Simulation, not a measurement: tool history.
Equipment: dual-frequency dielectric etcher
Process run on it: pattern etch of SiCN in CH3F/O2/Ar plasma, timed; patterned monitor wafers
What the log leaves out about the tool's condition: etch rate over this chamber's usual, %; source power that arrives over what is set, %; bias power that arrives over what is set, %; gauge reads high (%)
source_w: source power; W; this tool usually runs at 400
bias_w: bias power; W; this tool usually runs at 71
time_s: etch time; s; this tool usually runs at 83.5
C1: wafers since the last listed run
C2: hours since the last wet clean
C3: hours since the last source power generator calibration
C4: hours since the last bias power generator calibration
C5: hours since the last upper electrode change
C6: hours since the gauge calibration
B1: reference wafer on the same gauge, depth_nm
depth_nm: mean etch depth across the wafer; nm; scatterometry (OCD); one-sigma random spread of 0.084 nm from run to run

Run 1, hour 0: usual settings; C1 0; C2 391.5; C3 2941; C4 1886.1; C5 1540; C6 522.4; B1 28.19. Result: depth_nm 29.54 nm.
At hour 30.8: wet clean of the chamber.
Run 2, hour 103.4: usual settings; C1 758; C2 72.6; C3 3044.4; C4 1989.5; C5 1643.4; C6 625.8; B1 28.12. Result: depth_nm 29.54 nm.
Run 3, hour 181.5: usual settings but time_s 94.5 s; C1 745; C2 150.7; C3 3122.5; C4 2067.6; C5 1721.5; C6 703.9; B1 28.08. Result: depth_nm 33.45 nm.
Run 4, hour 262.7: usual settings; C1 775; C2 231.9; C3 3203.7; C4 2148.8; C5 1802.7; C6 785.1; B1 28.05. Result: depth_nm 29.55 nm.
Run 5, hour 348.5: usual settings; C1 819; C2 317.7; C3 3289.5; C4 2234.6; C5 1888.5; C6 870.9; B1 28. Result: depth_nm 29.59 nm.
Run 6, hour 433.4: usual settings; C1 810; C2 402.6; C3 3374.4; C4 2319.5; C5 1973.4; C6 955.8; B1 27.99. Result: depth_nm 29.35 nm.
At hour 475.3: wet clean of the chamber.
Run 7, hour 490.6: usual settings; C1 316; C2 15.3; C3 3431.6; C4 2376.7; C5 2030.6; C6 1013; B1 27.95. Result: depth_nm 29.37 nm.
Run 8, hour 582.7: usual settings; C1 879; C2 107.4; C3 3523.7; C4 2468.8; C5 2122.7; C6 1105.1; B1 27.94. Result: depth_nm 29.49 nm.
Run 9, hour 635.9: usual settings; C1 507; C2 160.6; C3 3576.9; C4 2522; C5 2175.9; C6 1158.3; B1 27.92. Result: depth_nm 29.41 nm.
Run 10, hour 689.1: usual settings; C1 507; C2 213.8; C3 3630.1; C4 2575.2; C5 2229.1; C6 1211.5; B1 27.92. Result: depth_nm 29.31 nm.
Run 11, hour 752.6: usual settings; C1 606; C2 277.3; C3 3693.6; C4 2638.7; C5 2292.6; C6 1275; B1 27.92. Result: depth_nm 29.27 nm.
Run 12, hour 805.7: usual settings; C1 506; C2 330.4; C3 3746.7; C4 2691.8; C5 2345.7; C6 1328.1; B1 27.9. Result: depth_nm 29.4 nm.
Run 13, hour 871.9: usual settings; C1 632; C2 396.6; C3 3812.9; C4 2758; C5 2411.9; C6 1394.3; B1 27.89. Result: depth_nm 29.4 nm.
At hour 950: wet clean of the chamber.
Run 14, hour 961.7: usual settings but source_w 340 W, time_s 95.5 s; C1 628; C2 11.7; C3 3902.7; C4 2847.8; C5 2501.7; C6 1484.1; B1 27.89. Result: depth_nm 31.7 nm.
At hour 1054.7: gauge calibrated.
Run 15, hour 1057.2: usual settings; C1 911; C2 107.2; C3 3998.2; C4 2943.3; C5 2597.2; C6 2.5; B1 28.75. Result: depth_nm 30.28 nm.
Run 16, hour 1141.9: usual settings; C1 808; C2 191.9; C3 4082.9; C4 3028; C5 2681.9; C6 87.2; B1 28.61. Result: depth_nm 30.17 nm.
At hour 1209.2: upper electrode replaced.
Run 17, hour 1209.7: usual settings; C1 418; C2 259.7; C3 4150.7; C4 3095.8; C5 0.5; C6 155; B1 28.5. Result: depth_nm 29.99 nm.
Run 18, hour 1271.9: usual settings but bias_w 63 W; C1 593; C2 321.9; C3 4212.9; C4 3158; C5 62.7; C6 217.2; B1 28.4. Result: depth_nm 28.78 nm.
Run 19, hour 1350.1: usual settings but source_w 370 W; C1 746; C2 400.1; C3 4291.1; C4 3236.2; C5 140.9; C6 295.4; B1 28.33. Result: depth_nm 29.1 nm.
At hour 1364: source power generator calibrated.
At hour 1390.7: bias power generator calibrated.
At hour 1399.8: wet clean of the chamber.
Run 20, hour 1449.6: usual settings but source_w 470 W, bias_w 65 W, time_s 69.5 s; C1 787; C2 49.8; C3 85.6; C4 58.9; C5 240.4; C6 394.9; B1 28.22. Result: depth_nm 25.36 nm.
Run 21, hour 1546.8: usual settings but source_w 340 W, time_s 95.5 s; C1 927; C2 147; C3 182.8; C4 156.1; C5 337.6; C6 492.1; B1 28.17. Result: depth_nm 31.96 nm.
Run 22, hour 1647.5: usual settings but bias_w 76 W; C1 961; C2 247.7; C3 283.5; C4 256.8; C5 438.3; C6 592.8; B1 28.08. Result: depth_nm 30.19 nm.
Run 23, hour 1754.6: usual settings but source_w 460 W; C1 1022; C2 354.8; C3 390.6; C4 363.9; C5 545.4; C6 699.9; B1 28.03. Result: depth_nm 30.83 nm.
At hour 1781.5: wet clean of the chamber.
Run 24, hour 1818.2: usual settings but source_w 450 W, bias_w 80 W, time_s 77 s; C1 378; C2 36.7; C3 454.2; C4 427.5; C5 609; C6 763.5; B1 28.01. Result: depth_nm 29.28 nm.
Run 25, hour 1888.6: usual settings but bias_w 86 W, time_s 95.5 s; C1 672; C2 107.1; C3 524.6; C4 497.9; C5 679.4; C6 833.9; B1 27.97. Result: depth_nm 35.71 nm.
Run 26, hour 1947: usual settings but time_s 67.5 s; C1 557; C2 165.5; C3 583; C4 556.3; C5 737.8; C6 892.3; B1 27.96. Result: depth_nm 23.82 nm.
Run 27, hour 2047.4: usual settings but source_w 470 W, time_s 91 s; C1 958; C2 265.9; C3 683.4; C4 656.7; C5 838.2; C6 992.7; B1 27.92. Result: depth_nm 33.79 nm.

5 options for the next run, each taken on its own from the tool as it stands now. Forecast them:
Run A, hour 2047.8: usual settings; C1 3; C2 266.3; C3 683.8; C4 657.1; C5 838.6; C6 993.1; B1 ?. Result: depth_nm ?.
Run B, hour 2047.8: usual settings but source_w 440 W, time_s 99.5 s; C1 3; C2 266.3; C3 683.8; C4 657.1; C5 838.6; C6 993.1; B1 ?. Result: depth_nm ?.
Run C, hour 2047.8: usual settings but source_w 480 W, time_s 99.5 s; C1 3; C2 266.3; C3 683.8; C4 657.1; C5 838.6; C6 993.1; B1 ?. Result: depth_nm ?.
Run D, hour 2047.8: usual settings but time_s 60.5 s; C1 3; C2 266.3; C3 683.8; C4 657.1; C5 838.6; C6 993.1; B1 ?. Result: depth_nm ?.
Run E, hour 2047.8: usual settings but source_w 340 W, bias_w 55 W; C1 3; C2 266.3; C3 683.8; C4 657.1; C5 838.6; C6 993.1; B1 ?. Result: depth_nm ?.

run     B1  depth_nm
  A  27.93     29.51
  B  27.93     36.32
  C  27.93     37.42
  D  27.93     21.38
  E  27.93     25.89
With the hidden condition removed and each run's random variation left untouched, the same runs would have given:
run  depth_nm
  A     30.33
  B     37.33
  C     38.46
  D     21.98
  E     26.61

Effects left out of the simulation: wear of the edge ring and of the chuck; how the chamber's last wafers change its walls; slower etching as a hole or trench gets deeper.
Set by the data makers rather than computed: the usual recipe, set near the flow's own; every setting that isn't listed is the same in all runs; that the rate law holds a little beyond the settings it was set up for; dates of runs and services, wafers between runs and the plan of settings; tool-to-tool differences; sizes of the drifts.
